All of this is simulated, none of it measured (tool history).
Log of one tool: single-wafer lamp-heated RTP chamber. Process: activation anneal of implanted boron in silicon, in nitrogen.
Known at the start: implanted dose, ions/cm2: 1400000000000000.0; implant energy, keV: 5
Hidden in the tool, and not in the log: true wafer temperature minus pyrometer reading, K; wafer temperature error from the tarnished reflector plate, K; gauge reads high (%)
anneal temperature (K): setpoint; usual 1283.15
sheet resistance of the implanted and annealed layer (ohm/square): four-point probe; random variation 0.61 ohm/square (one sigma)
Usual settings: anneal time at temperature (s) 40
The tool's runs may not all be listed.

| run | hour | anneal temperature (K) | anneal time at temperature (s) | wafers since the last listed run | wafers since the last pyrometer calibration | wafers since the reflector plate was cleaned | hours since the gauge calibration | read-back reference wafer on the same gauge, sheet resistance | sheet resistance of the implanted and annealed layer (ohm/square) |
|---|---|---|---|---|---|---|---|---|---|
| 1 | 0 | 1283.15 | 40 | 0 | 3963 | 7111 | 815.6 | 138.91 | 134 |
| 2 | 29.8 | 1283.15 | 40 | 451 | 4414 | 7563 | 845.4 | 139.07 | 132.12 |
| 3 | 52.2 | 1295.15 | 40 | 339 | 4753 | 7902 | 867.8 | 139.02 | 124.35 |
| 4 | 68.4 | 1295.15 | 40 | 245 | 4999 | 8147 | 884 | 138.9 | 124.99 |
| 5 | 100.7 | 1283.15 | 55 | 489 | 5488 | 8636 | 916.3 | 138.95 | 127.38 |
| 6 | 112.8 | 1266.15 | 40 | 183 | 5671 | 8820 | 928.4 | 139 | 146.75 |
| 7 | 142.5 | 1266.15 | 40 | 449 | 6121 | 9269 | 958.1 | 139.04 | 147.18 |
| 8 | 167 | 1283.15 | 40 | 371 | 6492 | 9640 | 982.6 | 138.95 | 132.7 |
| 9 | 199.3 | 1283.15 | 40 | 489 | 6981 | 10130 | 1014.9 | 138.99 | 132.52 |
|  | 224.4 | gauge calibrated |
| 10 | 234.8 | 1283.15 | 40 | 537 | 7519 | 10667 | 10.4 | 138.93 | 132.81 |
| 11 | 261.2 | 1283.15 | 40 | 399 | 7918 | 11067 | 36.8 | 139.11 | 134.07 |
|  | 276.4 | reflector plate cleaned |
| 12 | 276.9 | 1283.15 | 40 | 116 | 8035 | 7 | 52.5 | 139.02 | 132.59 |
| 13 | 298.8 | 1283.15 | 40 | 331 | 8367 | 339 | 74.4 | 138.98 | 133.84 |
|  | 320.8 | pyrometer window cleaned and pyrometer calibrated |
| 14 | 328.8 | 1262.15 | 40 | 333 | 120 | 672 | 104.4 | 139.15 | 150.86 |
| 15 | 354 | 1267.15 | 50 | 381 | 502 | 1053 | 129.6 | 139.07 | 142.76 |
| 16 | 366.2 | 1266.15 | 18 | 184 | 686 | 1238 | 141.8 | 139 | 162.12 |
| 17 | 473.7 | 1283.15 | 40 | 1627 | 2314 | 2866 | 249.3 | 139 | 133.42 |
| 18 | 500.2 | 1283.15 | 40 | 401 | 2716 | 3267 | 275.8 | 139.12 | 132.6 |
| 19 | 515.3 | 1269.15 | 58 | 228 | 2944 | 3496 | 290.9 | 138.85 | 138.16 |
| 20 | 543.1 | 1283.15 | 24 | 420 | 3365 | 3917 | 318.7 | 139.01 | 142.19 |
| 21 | 607.6 | 1283.15 | 40 | 976 | 4342 | 4894 | 383.2 | 139.02 | 132.77 |
| 22 | 635.3 | 1297.15 | 54 | 419 | 4762 | 5313 | 410.9 | 139 | 117.46 |
| 23 | 666.6 | 1283.15 | 59 | 473 | 5236 | 5787 | 442.2 | 138.87 | 126 |
| 24 | 743.5 | 1283.15 | 40 | 1164 | 6400 | 6952 | 519.1 | 139.05 | 133.04 |
| 25 | 777 | 1261.15 | 62 | 507 | 6907 | 7459 | 552.6 | 139.09 | 144.04 |
| 26 | 801.8 | 1303.15 | 30 | 375 | 7283 | 7835 | 577.4 | 138.96 | 122.88 |
| 27 | 826.9 | 1265.15 | 30 | 380 | 7663 | 8215 | 602.5 | 139.19 | 152.85 |
| 28 | 861.1 | 1283.15 | 57 | 517 | 8181 | 8733 | 636.7 | 139.07 | 126.15 |
| 29 | 888.1 | 1310.15 | 54 | 408 | 8590 | 9142 | 663.7 | 139.08 | 107.05 |
|  | 905.1 | pyrometer window cleaned and pyrometer calibrated |
| 30 | 910 | 1264.15 | 40 | 210 | 74 | 9352 | 685.6 | 138.94 | 148.91 |
| 31 | 923.1 | 1283.15 | 40 | 198 | 273 | 9550 | 698.7 | 139.09 | 133.88 |
| 32 | 948.9 | 1295.15 | 24 | 390 | 664 | 9941 | 724.5 | 139.02 | 133.9 |
| 33 | 977.8 | 1283.15 | 40 | 437 | 1101 | 10379 | 753.4 | 139.08 | 132.1 |
| 34 | 997.9 | 1275.15 | 32 | 304 | 1406 | 10683 | 773.5 | 138.88 | 142.22 |
| 35 | 1016.1 | 1306.15 | 33 | 275 | 1681 | 10959 | 791.7 | 138.93 | 120.42 |
| 36 | 1033 | 1270.15 | 19 | 255 | 1937 | 11215 | 808.6 | 138.94 | 156.22 |

What the log doesn't show, run by run:
true wafer temperature minus pyrometer reading, K: 0 in every run
wafer temperature error from the tarnished reflector plate, K: 0 in every run
gauge reads high (%): 0 in every run

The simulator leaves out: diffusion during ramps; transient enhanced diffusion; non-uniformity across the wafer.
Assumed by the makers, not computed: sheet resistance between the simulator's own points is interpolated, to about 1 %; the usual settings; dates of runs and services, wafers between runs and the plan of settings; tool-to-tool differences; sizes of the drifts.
